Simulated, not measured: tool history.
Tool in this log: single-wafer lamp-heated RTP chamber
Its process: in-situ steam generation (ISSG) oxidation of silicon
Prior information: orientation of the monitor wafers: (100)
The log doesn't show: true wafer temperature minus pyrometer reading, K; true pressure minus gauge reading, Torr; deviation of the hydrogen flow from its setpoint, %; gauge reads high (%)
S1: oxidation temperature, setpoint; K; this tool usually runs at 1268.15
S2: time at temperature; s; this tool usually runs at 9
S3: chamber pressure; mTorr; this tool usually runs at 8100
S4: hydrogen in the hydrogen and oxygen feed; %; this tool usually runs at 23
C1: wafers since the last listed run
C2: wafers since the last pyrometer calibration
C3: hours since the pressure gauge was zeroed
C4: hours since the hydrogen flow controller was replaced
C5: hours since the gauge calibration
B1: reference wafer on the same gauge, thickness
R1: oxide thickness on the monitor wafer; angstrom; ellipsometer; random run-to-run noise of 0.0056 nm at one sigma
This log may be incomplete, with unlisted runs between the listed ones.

run,hour,S1,S2,S3,S4,C1,C2,C3,C4,C5,B1,R1
1,0,1268.15,9,8100,23,0,3305,1689.9,4911.6,580.9,4.261,37.97
# hour 32.7: pyrometer window cleaned and pyrometer calibrated
2,39.9,1268.15,9,8100,23,228,51,1729.8,4951.5,620.8,4.259,37.28
3,109.8,1268.15,9,8100,23,499,551,1799.7,5021.4,690.7,4.259,37.49
# hour 274.5: gauge calibrated
4,318.6,1268.15,9,8900,23,1492,2044,2008.5,5230.2,44.1,4.261,37.54
5,379.3,1268.15,9,8900,23,433,2477,2069.2,5290.9,104.8,4.261,37.56
6,412.4,1268.15,9,8900,23,236,2714,2102.3,5324,137.9,4.26,37.57
7,460.7,1268.15,9,8100,23,345,3059,2150.6,5372.3,186.2,4.26,37.98
8,516.2,1268.15,9,8100,23,396,3456,2206.1,5427.8,241.7,4.259,37.89
9,569.4,1268.15,9,8100,23,380,3837,2259.3,5481,294.9,4.261,37.9
# hour 591.8: pyrometer window cleaned and pyrometer calibrated
# hour 613: pressure gauge zeroed
10,781.5,1268.15,9,8100,23,1402,1299,168.5,5693.1,507,4.258,37.66
11,845.4,1268.15,9,8100,23,456,1756,232.4,5757,570.9,4.258,37.67
12,906.1,1268.15,9,8100,18,433,2190,293.1,5817.7,631.6,4.261,35.48
13,942.9,1254.15,10,8100,23,263,2453,329.9,5854.5,668.4,4.26,37.82
# hour 1018.3: hydrogen flow controller replaced
14,1087.1,1268.15,9,8100,23,973,3426,474.1,68.8,812.6,4.261,37.86
15,1123.5,1268.15,6,8100,14,260,3687,510.5,105.2,849,4.258,28.15
# hour 1177.6: pyrometer window cleaned and pyrometer calibrated
16,1195.1,1268.15,9,8100,23,454,125,582.1,176.8,920.6,4.259,37.41
# hour 1247.8: gauge calibrated
17,1265.1,1279.15,11,8100,23,500,625,652.1,246.8,17.3,4.26,42.32
18,1311.3,1268.15,9,8100,23,330,956,698.3,293,63.5,4.259,37.69
19,1338.8,1268.15,9,8100,23,196,1152,725.8,320.5,91,4.259,37.65
20,1404.7,1278.15,9,8100,27,471,1624,791.7,386.4,156.9,4.259,40.73
21,1455.8,1268.15,9,8100,15,365,1989,842.8,437.5,208,4.26,33.89
22,1517.1,1268.15,11,7300,23,438,2427,904.1,498.8,269.3,4.261,40.99
23,1548.8,1268.15,7,9200,23,226,2654,935.8,530.5,301,4.26,33.65
24,1611.8,1280.15,6,8600,29,450,3104,998.8,593.5,364,4.26,35.4
# hour 1728.4: pyrometer window cleaned and pyrometer calibrated
25,1779.2,1268.15,9,7500,23,1139,363,1166.2,760.9,531.4,4.259,37.48

Each row is a separate what-if for the run after 25, all from the same tool condition, not one after another. Results?
A,1779.7,1268.15,9,8100,23,3,366,1166.7,761.4,531.9,?,?
B,1779.7,1280.15,9,6900,26,3,366,1166.7,761.4,531.9,?,?
C,1779.7,1268.15,6,8700,17,3,366,1166.7,761.4,531.9,?,?
D,1779.7,1273.15,9,8100,27,3,366,1166.7,761.4,531.9,?,?

run,B1,R1
A,4.26,37.4
B,4.26,40.12
C,4.26,29.22
D,4.26,39.7
Without the tool's hidden state the same runs would have given:
run,R1
A,37.23
B,39.92
C,29.1
D,39.5
